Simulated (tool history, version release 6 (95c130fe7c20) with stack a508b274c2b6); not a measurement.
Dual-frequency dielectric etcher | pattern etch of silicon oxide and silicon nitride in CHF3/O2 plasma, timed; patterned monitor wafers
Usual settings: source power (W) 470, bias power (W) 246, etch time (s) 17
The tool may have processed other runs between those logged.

run,hour,source power (W),bias power (W),etch time (s),"read-back reference wafer on the same gauge, depth_nm",mean etch depth across the wafer (Å)
1,0,470,246,17,29.19,263.5
# hour 59.8: wet clean of the chamber
2,68.7,470,246,17,29.21,266.5
# hour 90.3: bias power generator calibrated
3,130.4,470,246,20.5,29.22,322.6
4,200.4,470,246,20.5,29.22,320.2
5,282.4,470,246,20.5,29.22,318
# hour 340.3: upper electrode replaced
6,343.9,470,246,17,29.2,263.4
7,404.6,410,204,17,29.18,228.7
8,428.6,380,222,14.5,29.18,194
9,482.8,550,205,20,29.2,309.9
# hour 525: wet clean of the chamber
10,529.1,380,294,15.5,29.17,236.9
11,567.4,470,246,17,29.19,266.9
12,614.4,350,246,18.5,29.21,251.4
13,660.4,580,246,17,29.2,295.1
14,709.7,580,246,17,29.2,293.3
15,749.9,510,246,19.5,29.21,317.1
# hour 866: gauge calibrated
16,946.3,470,246,13,29.21,202.1

Run 17 comes next. What will it give?
# hour 971.2: wet clean of the chamber
17,983.2,470,246,17,?,?

read-back reference wafer on the same gauge, depth_nm: 29.19
mean etch depth across the wafer (Å): 268.8
On a tool with no hidden condition, and with the same random variation, this run would have come out at mean etch depth across the wafer (Å) 264.1.
